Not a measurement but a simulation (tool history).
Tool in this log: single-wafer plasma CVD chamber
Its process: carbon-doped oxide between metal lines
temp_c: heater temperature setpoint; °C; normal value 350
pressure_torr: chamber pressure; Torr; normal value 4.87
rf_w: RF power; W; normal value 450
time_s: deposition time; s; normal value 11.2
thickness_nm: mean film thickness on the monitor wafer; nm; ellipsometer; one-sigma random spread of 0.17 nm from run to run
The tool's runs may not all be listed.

run	day	temp_c	pressure_torr	rf_w	time_s	read-back reference wafer on the same gauge, thickness_nm	thickness_nm
1	0	342	4.87	450	11.2	58.238	55.436
# day 2.117: RF generator calibrated
2	2.392	342	4.87	450	11.2	58.236	56.373
3	6.783	350	4.87	450	11.2	58.216	54.875
4	10.042	350	4.87	450	11.2	58.153	54.796
5	13.662	350	4.87	450	11.2	58.201	54.916
6	15.983	350	4.87	450	11.2	58.228	54.769
7	19.792	350	4.87	450	11.2	58.257	54.66
# day 21.075: gauge calibrated
8	22.996	350	4.87	450	11.2	58.227	54.643
9	26.629	350	4.87	450	11.2	58.156	54.838
# day 28.558: thermocouple changed; heater temperature recalibrated
10	28.579	350	4.87	450	11.2	58.17	54.33
11	31.5	361	5.46	380	10.2	58.175	45.679
12	35.275	350	4.87	450	11.2	58.162	53.571
# day 39.529: showerhead replaced
# day 39.617: capacitance manometer re-zeroed and calibrated
13	39.633	337	4.25	525	9.5	58.174	49.572
14	42.538	350	4.87	450	11.2	58.251	53.946
15	44.892	363	4.87	375	13.4	58.21	58.413
# day 45.717: RF generator calibrated
16	48.317	350	4.87	450	11.2	58.194	54.8
17	51.25	362	5.8	450	9.3	58.238	44.838
18	54.779	360	4.87	450	9.1	58.169	43.124
19	59.196	361	4.87	450	11.2	58.249	53.015
20	63.358	338	4.87	390	11.2	58.167	53.215
21	65.279	350	4.87	450	11.2	58.177	54.234
22	68.208	350	4.87	450	11.2	58.216	54.024
23	70.754	360	6.02	370	12.1	58.216	54.286
24	73.642	350	4.87	450	11.2	58.269	54.328
25	75.729	335	4.87	450	11.2	58.247	56.805
26	78.767	350	4.87	450	9.4	58.14	45.501
27	80.833	343	4.87	400	11.2	58.255	52.94
28	82.721	350	4.2	450	11.2	58.158	53.563

Consider 4 possible next runs. They are alternatives, not a sequence: every one starts from the tool as it was left by run 28. What does each give?
A	82.738	350	4.87	375	11.2	?	?
B	82.738	360	3.78	405	9.5	?	?
C	82.738	350	5.67	485	13	?	?
D	82.738	359	5.27	375	9.7	?	?

run	read-back reference wafer on the same gauge, thickness_nm	thickness_nm
A	58.136	50.732
B	58.136	42.284
C	58.136	65.562
D	58.136	43.383
Stripped of hidden state, with their random variation kept, the same runs would have yielded:
run	thickness_nm
A	51.18
B	42.703
C	65.96
D	43.812

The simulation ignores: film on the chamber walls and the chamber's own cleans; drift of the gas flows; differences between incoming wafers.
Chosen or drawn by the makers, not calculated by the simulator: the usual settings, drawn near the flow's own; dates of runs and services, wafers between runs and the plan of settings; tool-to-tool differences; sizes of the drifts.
